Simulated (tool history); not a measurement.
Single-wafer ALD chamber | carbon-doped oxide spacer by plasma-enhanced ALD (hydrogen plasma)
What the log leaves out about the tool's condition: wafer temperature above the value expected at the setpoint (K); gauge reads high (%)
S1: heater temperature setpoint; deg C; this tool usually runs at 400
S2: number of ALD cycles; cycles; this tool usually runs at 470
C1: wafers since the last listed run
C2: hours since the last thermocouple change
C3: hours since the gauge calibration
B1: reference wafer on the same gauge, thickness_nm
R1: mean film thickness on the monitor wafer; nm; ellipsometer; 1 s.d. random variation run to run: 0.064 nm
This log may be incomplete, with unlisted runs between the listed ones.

Run 1, hour 0.0: usual settings but S1 390 deg C; C1 0; C2 2758.0; C3 548.1; B1 25.592. Result: R1 25.707 nm.
Run 2, hour 69.9: usual settings but S1 390 deg C; C1 41; C2 2827.9; C3 618.0; B1 25.581. Result: R1 25.820 nm.
Run 3, hour 145.1: usual settings but S1 389 deg C; C1 44; C2 2903.1; C3 693.2; B1 25.595. Result: R1 25.783 nm.
Run 4, hour 189.6: usual settings but S1 389 deg C; C1 26; C2 2947.6; C3 737.7; B1 25.587. Result: R1 25.825 nm.
Run 5, hour 279.5: usual settings but S1 389 deg C; C1 53; C2 3037.5; C3 827.6; B1 25.594. Result: R1 25.862 nm.
Run 6, hour 358.6: usual settings but S2 409 cycles; C1 46; C2 3116.6; C3 906.7; B1 25.607. Result: R1 22.414 nm.
Run 7, hour 402.6: usual settings; C1 26; C2 3160.6; C3 950.7; B1 25.599. Result: R1 25.718 nm.
At hour 424.9: thermocouple changed; heater temperature recalibrated.
Run 8, hour 467.7: usual settings; C1 33; C2 42.8; C3 1015.8; B1 25.583. Result: R1 25.783 nm.
Run 9, hour 542.7: usual settings; C1 44; C2 117.8; C3 1090.8; B1 25.582. Result: R1 25.718 nm.
Run 10, hour 604.6: usual settings but S1 411 deg C; C1 36; C2 179.7; C3 1152.7; B1 25.594. Result: R1 24.839 nm.
Run 11, hour 664.8: usual settings but S1 387 deg C, S2 438 cycles; C1 35; C2 239.9; C3 1212.9; B1 25.596. Result: R1 24.082 nm.
Run 12, hour 719.7: usual settings but S1 410 deg C, S2 421 cycles; C1 32; C2 294.8; C3 1267.8; B1 25.609. Result: R1 22.311 nm.
At hour 756.9: gauge calibrated.
Run 13, hour 771.3: usual settings; C1 30; C2 346.4; C3 14.4; B1 25.595. Result: R1 25.826 nm.
Run 14, hour 841.6: usual settings but S2 529 cycles; C1 41; C2 416.7; C3 84.7; B1 25.583. Result: R1 28.946 nm.
Run 15, hour 904.9: usual settings but S1 391 deg C, S2 512 cycles; C1 37; C2 480.0; C3 148.0; B1 25.590. Result: R1 28.096 nm.
Run 16, hour 1219.0: usual settings; C1 186; C2 794.1; C3 462.1; B1 25.581. Result: R1 25.795 nm.
Run 17, hour 1268.1: usual settings but S1 386 deg C; C1 29; C2 843.2; C3 511.2; B1 25.589. Result: R1 25.734 nm.
Run 18, hour 1361.8: usual settings but S1 391 deg C, S2 543 cycles; C1 55; C2 936.9; C3 604.9; B1 25.615. Result: R1 29.788 nm.

Here are 3 independent what-if runs from the current tool condition. What would each one return?
Run A, hour 1362.9: usual settings; C1 0; C2 938.0; C3 606.0; B1 ?. Result: R1 ?.
Run B, hour 1362.9: usual settings but S1 393 deg C, S2 377 cycles; C1 0; C2 938.0; C3 606.0; B1 ?. Result: R1 ?.
Run C, hour 1362.9: usual settings but S2 392 cycles; C1 0; C2 938.0; C3 606.0; B1 ?. Result: R1 ?.

run      B1      R1
  A  25.591  25.689
  B  25.591  20.606
  C  25.591  21.426
Had the tool no hidden state, the same runs would have come out as:
run      R1
  A  25.689
  B  20.606
  C  21.426

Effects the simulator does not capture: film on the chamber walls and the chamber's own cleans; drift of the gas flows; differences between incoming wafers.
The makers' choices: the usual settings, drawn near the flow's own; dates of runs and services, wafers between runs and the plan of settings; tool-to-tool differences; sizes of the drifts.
